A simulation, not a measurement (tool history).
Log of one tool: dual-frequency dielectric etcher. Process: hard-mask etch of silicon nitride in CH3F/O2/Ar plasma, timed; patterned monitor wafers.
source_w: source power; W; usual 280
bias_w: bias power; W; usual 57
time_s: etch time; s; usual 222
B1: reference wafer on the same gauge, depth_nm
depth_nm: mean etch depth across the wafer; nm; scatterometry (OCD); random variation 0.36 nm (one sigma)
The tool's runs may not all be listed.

{"run": 1, "hour": 0.0, "source_w": 280, "bias_w": 57, "time_s": 222, "B1": 126.1, "depth_nm": 121}
{"run": 2, "hour": 12.7, "source_w": 280, "bias_w": 57, "time_s": 222, "B1": 126, "depth_nm": 121.4}
{"run": 3, "hour": 28.3, "source_w": 280, "bias_w": 57, "time_s": 222, "B1": 126, "depth_nm": 121.5}
{"run": 4, "hour": 43.3, "source_w": 280, "bias_w": 57, "time_s": 222, "B1": 126.1, "depth_nm": 121.7}
{"run": 5, "hour": 63.2, "source_w": 280, "bias_w": 54, "time_s": 171.5, "B1": 126, "depth_nm": 92.9}
{"run": 6, "hour": 79.9, "source_w": 280, "bias_w": 54, "time_s": 171.5, "B1": 126, "depth_nm": 93}
{"run": 7, "hour": 90.5, "source_w": 280, "bias_w": 54, "time_s": 171.5, "B1": 126, "depth_nm": 93.2}
{"run": 8, "hour": 98.6, "source_w": 280, "bias_w": 57, "time_s": 222, "B1": 126, "depth_nm": 122.4}
{"run": 9, "hour": 108.1, "source_w": 280, "bias_w": 57, "time_s": 222, "B1": 126, "depth_nm": 122.7}
{"run": 10, "hour": 114.7, "source_w": 280, "bias_w": 57, "time_s": 222, "B1": 126.1, "depth_nm": 123}
{"run": 11, "hour": 130.2, "source_w": 280, "bias_w": 57, "time_s": 222, "B1": 126.1, "depth_nm": 122.6}
{"run": 12, "hour": 145.4, "source_w": 280, "bias_w": 57, "time_s": 222, "B1": 125.9, "depth_nm": 122.8}
{"run": 13, "hour": 151.9, "source_w": 280, "bias_w": 57, "time_s": 222, "B1": 126, "depth_nm": 123.1}
{"run": 14, "hour": 165.9, "source_w": 280, "bias_w": 57, "time_s": 222, "B1": 126, "depth_nm": 123.6}
{"run": 15, "hour": 174.6, "source_w": 280, "bias_w": 57, "time_s": 222, "B1": 126, "depth_nm": 123.5}
{"run": 16, "hour": 190.9, "source_w": 260, "bias_w": 52, "time_s": 244.5, "B1": 126, "depth_nm": 128.1}
{"run": 17, "hour": 196.9, "source_w": 260, "bias_w": 69, "time_s": 176.5, "B1": 126, "depth_nm": 100.5}
{"hour": 202.1, "done": "bias power generator calibrated"}
{"hour": 230.1, "done": "source power generator calibrated"}
{"hour": 234.6, "done": "wet clean of the chamber"}
{"hour": 241.1, "done": "gauge calibrated"}
{"hour": 246.1, "done": "upper electrode replaced"}
{"run": 18, "hour": 246.6, "source_w": 280, "bias_w": 64, "time_s": 169.5, "B1": 125.9, "depth_nm": 91.9}
{"run": 19, "hour": 247.0, "source_w": 280, "bias_w": 54, "time_s": 171.5, "B1": 126, "depth_nm": 88.9}
{"run": 20, "hour": 247.3, "source_w": 280, "bias_w": 57, "time_s": 222, "B1": 126, "depth_nm": 116.4}
{"run": 21, "hour": 248.6, "source_w": 280, "bias_w": 57, "time_s": 222, "B1": 126, "depth_nm": 116.7}
{"run": 22, "hour": 259.4, "source_w": 250, "bias_w": 57, "time_s": 200, "B1": 125.9, "depth_nm": 99.6}
{"run": 23, "hour": 273.2, "source_w": 340, "bias_w": 49, "time_s": 169.5, "B1": 125.9, "depth_nm": 93.9}
{"run": 24, "hour": 286.3, "source_w": 220, "bias_w": 69, "time_s": 254, "B1": 126, "depth_nm": 125.5}
{"run": 25, "hour": 299.0, "source_w": 230, "bias_w": 49, "time_s": 177.5, "B1": 125.9, "depth_nm": 81.4}
{"run": 26, "hour": 313.5, "source_w": 220, "bias_w": 66, "time_s": 245.5, "B1": 126, "depth_nm": 119.3}
{"run": 27, "hour": 321.3, "source_w": 320, "bias_w": 44, "time_s": 284, "B1": 126.1, "depth_nm": 150.2}
{"run": 28, "hour": 329.7, "source_w": 260, "bias_w": 45, "time_s": 222, "B1": 126, "depth_nm": 106.8}

What the log doesn't show, run by run:
source power that arrives over what is set, %: 0 in every run
bias power that arrives over what is set, %: 0 in every run
gauge reads high (%): 0 in every run
H1: etch rate over this chamber's usual, %
run=1 H1=4.24
run=2 H1=4.36
run=3 H1=4.49
run=4 H1=4.63
run=5 H1=4.8
run=6 H1=4.95
run=7 H1=5.04
run=8 H1=5.11
run=9 H1=5.2
run=10 H1=5.26
run=11 H1=5.39
run=12 H1=5.53
run=13 H1=5.58
run=14 H1=5.71
run=15 H1=5.79
run=16 H1=5.93
run=17 H1=5.98
run=18 H1=-0.114
run=19 H1=-0.111
run=20 H1=-0.108
run=21 H1=-0.0964
run=22 H1=-0.00107
run=23 H1=0.121
run=24 H1=0.237
run=25 H1=0.349
run=26 H1=0.477
run=27 H1=0.546
run=28 H1=0.62
